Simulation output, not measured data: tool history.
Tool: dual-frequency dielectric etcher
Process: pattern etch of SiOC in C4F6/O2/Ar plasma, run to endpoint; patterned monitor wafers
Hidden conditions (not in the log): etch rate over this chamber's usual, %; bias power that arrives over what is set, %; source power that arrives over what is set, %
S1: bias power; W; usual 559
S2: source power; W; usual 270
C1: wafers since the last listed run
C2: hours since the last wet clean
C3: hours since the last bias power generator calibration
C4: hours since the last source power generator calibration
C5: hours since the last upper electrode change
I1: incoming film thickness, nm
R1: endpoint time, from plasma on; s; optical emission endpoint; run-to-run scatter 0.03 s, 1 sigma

{"run": 1, "hour": 0.0, "S1": 559, "S2": 270, "C1": 0, "C2": 200.1, "C3": 2179.8, "C4": 3621.9, "C5": 1788.9, "I1": 25.3, "R1": 10.1}
{"run": 2, "hour": 44.3, "S1": 634, "S2": 300, "C1": 549, "C2": 244.4, "C3": 2224.1, "C4": 3666.2, "C5": 1833.2, "I1": 25.25, "R1": 9.3}
{"run": 3, "hour": 81.6, "S1": 634, "S2": 300, "C1": 463, "C2": 281.7, "C3": 2261.4, "C4": 3703.5, "C5": 1870.5, "I1": 25.42, "R1": 9.3}
{"run": 4, "hour": 119.7, "S1": 634, "S2": 300, "C1": 472, "C2": 319.8, "C3": 2299.5, "C4": 3741.6, "C5": 1908.6, "I1": 25.55, "R1": 9.3}
{"run": 5, "hour": 158.7, "S1": 559, "S2": 270, "C1": 484, "C2": 358.8, "C3": 2338.5, "C4": 3780.6, "C5": 1947.6, "I1": 25.29, "R1": 10.0}
{"run": 6, "hour": 184.2, "S1": 559, "S2": 270, "C1": 316, "C2": 384.3, "C3": 2364.0, "C4": 3806.1, "C5": 1973.1, "I1": 25.51, "R1": 10.1}
{"run": 7, "hour": 243.6, "S1": 559, "S2": 270, "C1": 737, "C2": 443.7, "C3": 2423.4, "C4": 3865.5, "C5": 2032.5, "I1": 25.39, "R1": 10.0}
{"hour": 295.3, "done": "wet clean of the chamber"}
{"run": 8, "hour": 295.8, "S1": 628, "S2": 230, "C1": 350, "C2": 0.5, "C3": 2475.6, "C4": 3917.7, "C5": 2084.7, "I1": 25.65, "R1": 11.0}
{"run": 9, "hour": 326.7, "S1": 628, "S2": 230, "C1": 383, "C2": 31.4, "C3": 2506.5, "C4": 3948.6, "C5": 2115.6, "I1": 25.62, "R1": 11.0}
{"run": 10, "hour": 369.4, "S1": 628, "S2": 230, "C1": 530, "C2": 74.1, "C3": 2549.2, "C4": 3991.3, "C5": 2158.3, "I1": 25.38, "R1": 10.8}
{"run": 11, "hour": 407.4, "S1": 664, "S2": 290, "C1": 471, "C2": 112.1, "C3": 2587.2, "C4": 4029.3, "C5": 2196.3, "I1": 25.5, "R1": 9.4}
{"run": 12, "hour": 448.7, "S1": 664, "S2": 290, "C1": 512, "C2": 153.4, "C3": 2628.5, "C4": 4070.6, "C5": 2237.6, "I1": 25.47, "R1": 9.4}
{"run": 13, "hour": 645.2, "S1": 647, "S2": 310, "C1": 2439, "C2": 349.9, "C3": 2825.0, "C4": 4267.1, "C5": 2434.1, "I1": 25.49, "R1": 9.1}
{"run": 14, "hour": 670.6, "S1": 559, "S2": 270, "C1": 315, "C2": 375.3, "C3": 2850.4, "C4": 4292.5, "C5": 2459.5, "I1": 25.31, "R1": 10.0}
{"run": 15, "hour": 721.1, "S1": 617, "S2": 270, "C1": 626, "C2": 425.8, "C3": 2900.9, "C4": 4343.0, "C5": 2510.0, "I1": 25.48, "R1": 9.8}
{"hour": 746.1, "done": "wet clean of the chamber"}
{"run": 16, "hour": 781.1, "S1": 611, "S2": 270, "C1": 446, "C2": 35.0, "C3": 2960.9, "C4": 4403.0, "C5": 2570.0, "I1": 25.24, "R1": 10.0}
{"hour": 799.8, "done": "bias power generator calibrated"}
{"run": 17, "hour": 806.1, "S1": 559, "S2": 220, "C1": 260, "C2": 60.0, "C3": 6.3, "C4": 4428.0, "C5": 2595.0, "I1": 25.34, "R1": 11.5}
{"run": 18, "hour": 832.7, "S1": 559, "S2": 270, "C1": 330, "C2": 86.6, "C3": 32.9, "C4": 4454.6, "C5": 2621.6, "I1": 25.76, "R1": 10.5}
{"run": 19, "hour": 857.6, "S1": 494, "S2": 230, "C1": 309, "C2": 111.5, "C3": 57.8, "C4": 4479.5, "C5": 2646.5, "I1": 25.46, "R1": 11.6}
{"hour": 888.6, "done": "source power generator calibrated"}
{"run": 20, "hour": 924.4, "S1": 628, "S2": 230, "C1": 779, "C2": 178.3, "C3": 124.6, "C4": 35.8, "C5": 2713.3, "I1": 25.16, "R1": 10.5}
{"run": 21, "hour": 1006.0, "S1": 559, "S2": 230, "C1": 1012, "C2": 259.9, "C3": 206.2, "C4": 117.4, "C5": 2794.9, "I1": 25.58, "R1": 10.9}
{"run": 22, "hour": 1054.2, "S1": 634, "S2": 300, "C1": 598, "C2": 308.1, "C3": 254.4, "C4": 165.6, "C5": 2843.1, "I1": 25.39, "R1": 9.1}
{"run": 23, "hour": 1091.7, "S1": 467, "S2": 220, "C1": 465, "C2": 345.6, "C3": 291.9, "C4": 203.1, "C5": 2880.6, "I1": 25.62, "R1": 11.6}
{"run": 24, "hour": 1116.0, "S1": 456, "S2": 250, "C1": 301, "C2": 369.9, "C3": 316.2, "C4": 227.4, "C5": 2904.9, "I1": 25.52, "R1": 10.9}
{"hour": 1142.0, "done": "upper electrode replaced"}
{"run": 25, "hour": 1176.1, "S1": 621, "S2": 340, "C1": 448, "C2": 430.0, "C3": 376.3, "C4": 287.5, "C5": 34.1, "I1": 25.56, "R1": 8.6}
{"hour": 1223.6, "done": "wet clean of the chamber"}
{"run": 26, "hour": 1239.9, "S1": 480, "S2": 330, "C1": 494, "C2": 16.3, "C3": 440.1, "C4": 351.3, "C5": 97.9, "I1": 25.75, "R1": 9.6}
{"run": 27, "hour": 1297.7, "S1": 486, "S2": 270, "C1": 717, "C2": 74.1, "C3": 497.9, "C4": 409.1, "C5": 155.7, "I1": 25.17, "R1": 10.3}
{"run": 28, "hour": 1336.6, "S1": 559, "S2": 230, "C1": 482, "C2": 113.0, "C3": 536.8, "C4": 448.0, "C5": 194.6, "I1": 25.29, "R1": 10.7}
{"run": 29, "hour": 1519.1, "S1": 559, "S2": 270, "C1": 2265, "C2": 295.5, "C3": 719.3, "C4": 630.5, "C5": 377.1, "I1": 25.61, "R1": 9.9}
{"run": 30, "hour": 1547.9, "S1": 512, "S2": 270, "C1": 357, "C2": 324.3, "C3": 748.1, "C4": 659.3, "C5": 405.9, "I1": 25.31, "R1": 10.0}
{"run": 31, "hour": 1609.0, "S1": 658, "S2": 270, "C1": 758, "C2": 385.4, "C3": 809.2, "C4": 720.4, "C5": 467.0, "I1": 25.6, "R1": 9.5}
{"run": 32, "hour": 1651.2, "S1": 671, "S2": 240, "C1": 523, "C2": 427.6, "C3": 851.4, "C4": 762.6, "C5": 509.2, "I1": 25.46, "R1": 9.9}
{"run": 33, "hour": 1689.0, "S1": 431, "S2": 300, "C1": 469, "C2": 465.4, "C3": 889.2, "C4": 800.4, "C5": 547.0, "I1": 25.46, "R1": 9.8}
{"hour": 1760.5, "done": "wet clean of the chamber"}
{"run": 34, "hour": 1761.0, "S1": 464, "S2": 290, "C1": 595, "C2": 0.5, "C3": 961.2, "C4": 872.4, "C5": 619.0, "I1": 25.67, "R1": 10.3}

Give the tool's hidden conditions for every run:
bias power that arrives over what is set, %: 0 on each run
H1: etch rate over this chamber's usual, %
H2: source power that arrives over what is set, %
run=1 H1=1.03 H2=-2.68
run=2 H1=1.34 H2=-2.75
run=3 H1=1.59 H2=-2.81
run=4 H1=1.85 H2=-2.87
run=5 H1=2.12 H2=-2.93
run=6 H1=2.3 H2=-2.97
run=7 H1=2.71 H2=-3.07
run=8 H1=0.138 H2=-3.16
run=9 H1=0.35 H2=-3.21
run=10 H1=0.644 H2=-3.28
run=11 H1=0.905 H2=-3.34
run=12 H1=1.19 H2=-3.41
run=13 H1=2.54 H2=-3.76
run=14 H1=2.71 H2=-3.81
run=15 H1=3.06 H2=-3.9
run=16 H1=-0.173 H2=-4.01
run=17 H1=-0.000758 H2=-4.06
run=18 H1=0.182 H2=-4.11
run=19 H1=0.353 H2=-4.15
run=20 H1=0.812 H2=0.335
run=21 H1=1.37 H2=0.332
run=22 H1=1.7 H2=0.329
run=23 H1=1.96 H2=0.326
run=24 H1=2.13 H2=0.324
run=25 H1=2.54 H2=0.318
run=26 H1=0.794 H2=0.309
run=27 H1=1.19 H2=0.3
run=28 H1=1.46 H2=0.293
run=29 H1=2.71 H2=0.251
run=30 H1=2.91 H2=0.243
run=31 H1=3.33 H2=0.225
run=32 H1=3.62 H2=0.212
run=33 H1=3.88 H2=0.2
run=34 H1=0.365 H2=0.174
